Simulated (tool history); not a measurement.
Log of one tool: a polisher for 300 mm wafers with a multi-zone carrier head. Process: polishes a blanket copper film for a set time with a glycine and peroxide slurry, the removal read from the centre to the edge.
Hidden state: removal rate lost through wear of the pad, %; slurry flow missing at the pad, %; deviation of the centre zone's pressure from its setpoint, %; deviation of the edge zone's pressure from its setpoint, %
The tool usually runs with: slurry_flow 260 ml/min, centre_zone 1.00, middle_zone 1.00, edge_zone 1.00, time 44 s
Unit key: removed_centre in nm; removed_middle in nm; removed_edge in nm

run	hour	slurry_flow	centre_zone	middle_zone	edge_zone	time	wafers since the last listed run	wafers polished on this pad	hours since the slurry nozzle was cleaned	hours since the centre zone pressure was calibrated	hours since the edge zone pressure was calibrated	hours since the carrier head's membrane was replaced	incoming thickness of the incoming film, nm	removed_centre	removed_middle	removed_edge
1	0.0	260	1.00	1.00	1.03	44	0	2994	162.0	458.3	331.3	1351.9	1932.4	230.9	231.6	232.4
# hour 23.8: worn pad replaced by a new one
2	60.3	260	1.00	1.00	1.00	44	833	540	222.3	518.6	391.6	1412.2	1896.5	241.2	239.3	241.7
3	103.1	260	1.00	1.00	1.00	44	634	1174	265.1	561.4	434.4	1455.0	1933.8	239.2	236.9	235.0
4	176.9	260	1.00	1.00	1.00	44	1093	2267	338.9	635.2	508.2	1528.8	1955.9	233.5	229.2	231.5
# hour 186.9: edge zone pressure recalibrated
# hour 212.1: worn pad replaced by a new one
# hour 224.0: slurry nozzle cleaned
5	240.4	225	1.00	1.00	1.00	44	836	405	16.4	698.7	53.5	1592.3	1910.7	217.2	217.7	220.4
6	344.9	260	1.00	1.00	1.00	44	1547	1953	120.9	803.2	158.0	1696.8	1938.8	216.4	217.0	214.1
# hour 373.9: centre zone pressure recalibrated
7	385.6	260	1.00	1.00	1.00	44	573	2526	161.6	11.7	198.7	1737.5	1969.7	210.6	214.1	213.8
# hour 408.3: worn pad replaced by a new one, repeated, since the last time left the tool worse
8	477.8	260	1.00	1.00	1.00	44	1306	1028	253.8	103.9	290.9	1829.7	1927.4	238.4	232.8	236.4
9	541.1	260	1.00	1.09	1.05	39	937	1966	317.1	167.2	354.2	1893.0	1905.9	209.5	220.6	211.5
# hour 571.9: carrier head's membrane replaced by a new one
10	611.8	260	1.00	1.00	1.00	44	973	2939	387.8	237.9	424.9	39.9	1936.4	233.2	228.6	230.5
# hour 644.7: worn pad replaced by a new one
# hour 708.7: slurry nozzle cleaned
11	709.2	260	1.00	1.00	1.00	44	1368	940	0.5	335.3	522.3	137.3	1957.0	236.6	236.2	236.1
12	771.1	190	1.09	1.09	0.95	44	916	1857	62.4	397.2	584.2	199.2	1946.5	245.4	244.9	222.2
# hour 795.1: edge zone pressure recalibrated
13	831.1	325	1.00	0.96	1.06	33	859	2716	122.4	457.2	36.0	259.2	1971.3	178.1	169.7	181.1
# hour 872.0: worn pad replaced by a new one
14	899.5	215	1.00	1.00	1.00	34	953	406	190.8	525.6	104.4	327.6	1896.1	178.7	179.6	182.1
15	951.8	260	1.00	1.00	0.96	48	774	1181	243.1	577.9	156.7	379.9	1933.7	254.4	257.4	249.4
16	1046.3	260	0.94	1.00	1.00	44	1399	2581	337.6	672.4	251.2	474.4	1930.4	220.0	229.3	228.4
17	1086.0	260	1.00	1.00	1.00	54	588	3169	377.3	712.1	290.9	514.1	1905.8	278.5	282.3	276.8

Exercise: give the hidden state of the tool at every run:
slurry flow missing at the pad, %: 0 in every run
deviation of the centre zone's pressure from its setpoint, %: 0 in every run
deviation of the edge zone's pressure from its setpoint, %: 0 in every run
H1: removal rate lost through wear of the pad, %
run	H1
1	5.77
2	1.16
3	2.19
4	3.98
5	8.74
6	11.3
7	12.2
8	2.02
9	3.55
10	5.26
11	1.72
12	3.22
13	4.67
14	1.55
15	2.81
16	5.09
17	6.05
